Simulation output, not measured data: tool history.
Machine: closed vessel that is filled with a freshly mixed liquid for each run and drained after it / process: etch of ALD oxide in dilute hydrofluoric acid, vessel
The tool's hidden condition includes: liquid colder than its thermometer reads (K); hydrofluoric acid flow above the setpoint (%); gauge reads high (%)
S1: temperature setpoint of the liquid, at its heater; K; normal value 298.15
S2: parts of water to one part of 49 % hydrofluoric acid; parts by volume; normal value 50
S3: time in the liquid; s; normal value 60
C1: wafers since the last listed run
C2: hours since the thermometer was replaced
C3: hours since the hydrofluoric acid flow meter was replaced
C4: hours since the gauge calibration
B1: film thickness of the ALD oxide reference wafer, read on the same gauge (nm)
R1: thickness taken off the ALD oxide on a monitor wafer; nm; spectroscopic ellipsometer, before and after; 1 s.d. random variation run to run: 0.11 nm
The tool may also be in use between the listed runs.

run	hour	S1	S2	S3	C1	C2	C3	C4	B1	R1
1	0	295.65	60	60	0	877.9	1744.6	103.3	90.02	15.82
2	34	295.65	60	60	4215	911.9	1778.6	137.3	90	15.73
3	57.4	295.65	60	60	2901	935.3	1802	160.7	90.02	15.84
4	92.9	300.65	50	60	4401	970.8	1837.5	196.2	89.96	23.54
5	125.2	297.15	50	60	4004	1003.1	1869.8	228.5	89.99	20.36
6	157.8	297.15	50	60	4041	1035.7	1902.4	261.1	90	20.67
7	180.5	297.15	50	60	2814	1058.4	1925.1	283.8	90	20.31
8	213.8	298.15	45	60	4128	1091.7	1958.4	317.1	89.99	23.72
# hour 263.6: hydrofluoric acid flow meter replaced
9	321.6	298.15	40	60	13240	1199.5	58	424.9	90	26.9
10	347.6	298.15	50	75	3223	1225.5	84	450.9	89.98	26.75
11	366	298.15	50	75	2281	1243.9	102.4	469.3	90.05	26.59
12	394.1	298.15	50	60	3483	1272	130.5	497.4	89.97	21.4
# hour 401.2: thermometer replaced
13	406.9	298.15	50	60	1462	5.7	143.3	510.2	90	21.11
14	420	298.15	50	60	1624	18.8	156.4	523.3	90	21.31
15	435.1	298.15	40	50	1872	33.9	171.5	538.4	90.04	22.68
16	468.5	294.65	50	30	4140	67.3	204.9	571.8	90	9.23
17	481.2	298.15	30	80	1574	80	217.6	584.5	90.02	48.42
18	503.8	298.15	50	30	2801	102.6	240.2	607.1	89.97	10.7
19	527.4	296.15	40	60	2925	126.2	263.8	630.7	90.03	24.87
20	554.3	298.15	50	60	3334	153.1	290.7	657.6	90	21.21
# hour 574.2: gauge calibrated
21	575.9	295.65	60	60	2677	174.7	312.3	1.7	89.99	15.87
22	595.4	296.15	35	60	2417	194.2	331.8	21.2	89.99	28.63
23	615.4	298.15	50	60	2479	214.2	351.8	41.2	90.04	21.21
24	648	298.15	50	60	4041	246.8	384.4	73.8	89.97	21.17
25	668.1	298.15	50	60	2491	266.9	404.5	93.9	89.99	21.18
26	692.4	302.15	45	70	3012	291.2	428.8	118.2	90.03	32.73
27	723.7	294.65	30	30	3880	322.5	460.1	149.5	90	15.79
28	747.7	298.15	60	85	2975	346.5	484.1	173.5	89.99	24.77

Each row is a separate what-if for the run after 28, all from the same tool condition, not one after another. Results?
A	748.4	298.15	50	60	86	347.2	484.8	174.2	?	?
B	748.4	298.15	50	90	86	347.2	484.8	174.2	?	?
C	748.4	298.15	30	60	86	347.2	484.8	174.2	?	?
D	748.4	299.65	35	40	86	347.2	484.8	174.2	?	?
E	748.4	293.15	25	60	86	347.2	484.8	174.2	?	?

run	B1	R1
A	89.99	21.4
B	89.99	32.09
C	89.99	36.65
D	89.99	22.12
E	89.99	35.81
Without the tool's unlogged condition, the same runs would have read:
run	R1
A	21.4
B	32.09
C	36.65
D	22.12
E	35.81
